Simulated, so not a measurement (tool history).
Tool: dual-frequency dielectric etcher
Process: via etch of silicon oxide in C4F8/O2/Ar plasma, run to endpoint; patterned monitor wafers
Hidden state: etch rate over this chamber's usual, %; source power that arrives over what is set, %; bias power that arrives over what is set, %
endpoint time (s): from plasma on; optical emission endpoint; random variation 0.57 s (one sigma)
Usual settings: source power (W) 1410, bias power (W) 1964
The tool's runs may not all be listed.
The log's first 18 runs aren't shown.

run     day  source power (W)  bias power (W)  wafers since the last listed run  hours since the last wet clean  hours since the last source power generator calibration  hours since the last bias power generator calibration  hours since the last upper electrode change  incoming incoming film thickness, nm  endpoint time (s)
 19    9.45              1410            1964                                18                           368.5                                                   2884.8                                                 3759.4                                          3.6                                 793.1              194.3
 20  10.104              1730            1618                               105                           384.2                                                   2900.5                                                 3775.1                                         19.3                                 787.7              185.7
 21   11.95              1720            2221                               297                           428.5                                                   2944.8                                                 3819.4                                         63.6                                 787.8                171
 22  12.421              1410            1964                                75                           439.8                                                   2956.1                                                 3830.7                                         74.9                                 787.2              193.4
 23  12.921              1750            1557                                80                           451.8                                                   2968.1                                                 3842.7                                         86.9                                 796.7              188.8
     14.125  -- source power generator calibrated
 24  14.883              1410            1964                               289                           498.9                                                     18.2                                                 3889.8                                          134                                 788.8              194.4
 25  15.588              1410            1964                               113                           515.8                                                     35.1                                                 3906.7                                        150.9                                 787.6              193.4
 26  16.075              1610            1964                                78                           527.5                                                     46.8                                                 3918.4                                        162.6                                 781.8              182.1
 27  16.512              1410            1543                                70                             538                                                     57.3                                                 3928.9                                        173.1                                 788.8              208.3
     17.521  -- wet clean of the chamber
 28  18.062              1410            1732                                88                              13                                                     94.5                                                 3966.1                                        210.3                                 796.4              197.4
     18.383  -- bias power generator calibrated
 29  18.567              1410            1964                                54                            25.1                                                    106.6                                                    4.4                                        222.4                                 786.8              188.6
 30  19.012              1750            1711                                71                            35.8                                                    117.3                                                   15.1                                        233.1                                 784.1              177.4
 31  19.512              1320            2127                                80                            47.8                                                    129.3                                                   27.1                                        245.1                                 788.4              190.4
 32  20.192              1600            1597                               109                            64.1                                                    145.6                                                   43.4                                        261.4                                 789.9              188.9
 33  22.196              1750            2133                               322                           112.2                                                    193.7                                                   91.5                                        309.5                                 782.2              167.5
 34  22.679              1660            1659                                77                           123.8                                                    205.3                                                  103.1                                        321.1                                 786.7              184.1
 35  23.146              1410            1536                                75                             135                                                    216.5                                                  114.3                                        332.3                                 789.1              204.6

Forecast each of these 4 alternatives for the next run:
  A  23.167              1410            1964                                 3                           135.5                                                      217                                                  114.8                                        332.8                                 774.1                  ?
  B  23.167              1410            1727                                 3                           135.5                                                      217                                                  114.8                                        332.8                                 774.1                  ?
  C  23.167              1710            2454                                 3                           135.5                                                      217                                                  114.8                                        332.8                                 774.1                  ?
  D  23.167              1670            2328                                 3                           135.5                                                      217                                                  114.8                                        332.8                                 774.1                  ?

run  endpoint time (s)
  A              185.9
  B              192.6
  C              160.4
  D              164.5
Without the tool's hidden state the same runs would have given:
run  endpoint time (s)
  A              185.1
  B              191.8
  C              159.7
  D              163.8

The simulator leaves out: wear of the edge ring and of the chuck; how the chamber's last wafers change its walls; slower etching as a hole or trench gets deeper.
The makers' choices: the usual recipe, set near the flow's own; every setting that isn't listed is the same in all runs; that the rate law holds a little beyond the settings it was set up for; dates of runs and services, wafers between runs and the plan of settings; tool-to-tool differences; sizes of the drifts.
